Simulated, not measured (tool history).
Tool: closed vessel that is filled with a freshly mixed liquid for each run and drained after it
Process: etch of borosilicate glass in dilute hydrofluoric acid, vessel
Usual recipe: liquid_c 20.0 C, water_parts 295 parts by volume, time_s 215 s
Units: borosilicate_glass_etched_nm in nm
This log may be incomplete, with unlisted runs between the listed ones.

| run | hour | liquid_c | water_parts | time_s | wafers since the last listed run | hours since the thermometer was replaced | hours since the hydrofluoric acid flow meter was replaced | hours since the gauge calibration | read-back film thickness of the borosilicate glass reference wafer, read on the same gauge (nm) | borosilicate_glass_etched_nm |
|---|---|---|---|---|---|---|---|---|---|---|
| 1 | 0.0 | 20.0 | 180 | 215 | 0 | 244.2 | 336.2 | 3377.0 | 31.82 | 24.66 |
|  | 21.7 | gauge calibrated |
| 2 | 45.7 | 20.0 | 295 | 215 | 3354 | 289.9 | 381.9 | 24.0 | 29.77 | 12.63 |
| 3 | 135.7 | 21.5 | 225 | 215 | 6605 | 379.9 | 471.9 | 114.0 | 29.74 | 18.65 |
| 4 | 229.6 | 21.5 | 225 | 215 | 6892 | 473.8 | 565.8 | 207.9 | 29.70 | 18.89 |
| 5 | 412.5 | 20.0 | 335 | 215 | 13424 | 656.7 | 748.7 | 390.8 | 29.75 | 10.87 |
| 6 | 475.6 | 20.0 | 295 | 215 | 4631 | 719.8 | 811.8 | 453.9 | 29.80 | 12.78 |
| 7 | 531.9 | 22.5 | 385 | 315 | 4132 | 776.1 | 868.1 | 510.2 | 29.83 | 14.47 |
|  | 598.7 | hydrofluoric acid flow meter replaced |
| 8 | 604.7 | 23.5 | 145 | 175 | 5270 | 848.9 | 6.0 | 583.0 | 29.81 | 28.06 |
|  | 758.3 | thermometer replaced |
| 9 | 925.1 | 24.5 | 170 | 310 | 23443 | 166.8 | 326.4 | 903.4 | 29.86 | 43.10 |
| 10 | 986.2 | 17.0 | 245 | 215 | 4484 | 227.9 | 387.5 | 964.5 | 29.86 | 14.23 |
| 11 | 1044.0 | 23.5 | 260 | 215 | 4242 | 285.7 | 445.3 | 1022.3 | 29.92 | 17.23 |
| 12 | 1106.7 | 20.0 | 295 | 135 | 4602 | 348.4 | 508.0 | 1085.0 | 29.98 | 8.04 |
| 13 | 1161.0 | 18.5 | 295 | 215 | 3985 | 402.7 | 562.3 | 1139.3 | 29.95 | 12.09 |
| 14 | 1265.0 | 20.0 | 295 | 215 | 7633 | 506.7 | 666.3 | 1243.3 | 30.02 | 12.82 |
| 15 | 1303.8 | 20.0 | 430 | 160 | 2847 | 545.5 | 705.1 | 1282.1 | 30.04 | 5.78 |
| 16 | 1410.2 | 20.0 | 295 | 170 | 7809 | 651.9 | 811.5 | 1388.5 | 30.09 | 10.07 |
|  | 1411.9 | hydrofluoric acid flow meter replaced |
| 17 | 1496.9 | 20.0 | 295 | 295 | 6290 | 738.6 | 85.0 | 1475.2 | 30.10 | 17.63 |
| 18 | 1541.6 | 18.0 | 350 | 150 | 3280 | 783.3 | 129.7 | 1519.9 | 30.14 | 6.84 |
| 19 | 1600.0 | 20.0 | 295 | 215 | 4286 | 841.7 | 188.1 | 1578.3 | 30.16 | 12.84 |
| 20 | 1658.7 | 18.0 | 295 | 215 | 4308 | 900.4 | 246.8 | 1637.0 | 30.22 | 12.04 |
| 21 | 1765.2 | 20.0 | 295 | 215 | 7817 | 1006.9 | 353.3 | 1743.5 | 30.19 | 13.03 |
| 22 | 1818.0 | 21.5 | 295 | 170 | 3875 | 1059.7 | 406.1 | 1796.3 | 30.23 | 10.97 |
| 23 | 1875.8 | 17.0 | 220 | 120 | 4242 | 1117.5 | 463.9 | 1854.1 | 30.33 | 9.29 |
| 24 | 1914.0 | 20.0 | 295 | 215 | 2803 | 1155.7 | 502.1 | 1892.3 | 30.41 | 13.03 |
|  | 1945.6 | thermometer replaced |
| 25 | 2092.2 | 20.0 | 295 | 215 | 13006 | 146.6 | 680.3 | 2070.5 | 30.46 | 12.99 |
| 26 | 2200.1 | 20.0 | 170 | 215 | 7919 | 254.5 | 788.2 | 2178.4 | 30.51 | 25.58 |
| 27 | 2282.7 | 22.5 | 295 | 215 | 6062 | 337.1 | 870.8 | 2261.0 | 30.57 | 14.30 |
|  | 2305.5 | hydrofluoric acid flow meter replaced |
| 28 | 2382.3 | 23.0 | 335 | 290 | 7237 | 436.7 | 76.8 | 2360.6 | 30.65 | 16.80 |
| 29 | 2428.9 | 20.0 | 190 | 105 | 3420 | 483.3 | 123.4 | 2407.2 | 30.67 | 11.02 |
| 30 | 2531.3 | 20.0 | 295 | 215 | 7516 | 585.7 | 225.8 | 2509.6 | 30.82 | 13.12 |
| 31 | 2567.8 | 17.0 | 400 | 215 | 2679 | 622.2 | 262.3 | 2546.1 | 30.84 | 7.93 |

Predict each of these 5 candidate next runs independently; none follows another, all start after run 31:
| A | 2568.5 | 20.0 | 375 | 215 | 51 | 622.9 | 263.0 | 2546.8 | ? | ? |
| B | 2568.5 | 23.0 | 235 | 215 | 51 | 622.9 | 263.0 | 2546.8 | ? | ? |
| C | 2568.5 | 17.0 | 360 | 215 | 51 | 622.9 | 263.0 | 2546.8 | ? | ? |
| D | 2568.5 | 17.0 | 295 | 215 | 51 | 622.9 | 263.0 | 2546.8 | ? | ? |
| E | 2568.5 | 20.0 | 295 | 305 | 51 | 622.9 | 263.0 | 2546.8 | ? | ? |

| run | read-back film thickness of the borosilicate glass reference wafer, read on the same gauge (nm) | borosilicate_glass_etched_nm |
|---|---|---|
| A | 30.82 | 9.66 |
| B | 30.82 | 19.52 |
| C | 30.82 | 9.14 |
| D | 30.82 | 11.77 |
| E | 30.82 | 18.67 |
What these runs would have given with no unlogged condition in the tool:
| run | borosilicate_glass_etched_nm |
|---|---|
| A | 9.40 |
| B | 19.00 |
| C | 8.90 |
| D | 11.45 |
| E | 18.17 |

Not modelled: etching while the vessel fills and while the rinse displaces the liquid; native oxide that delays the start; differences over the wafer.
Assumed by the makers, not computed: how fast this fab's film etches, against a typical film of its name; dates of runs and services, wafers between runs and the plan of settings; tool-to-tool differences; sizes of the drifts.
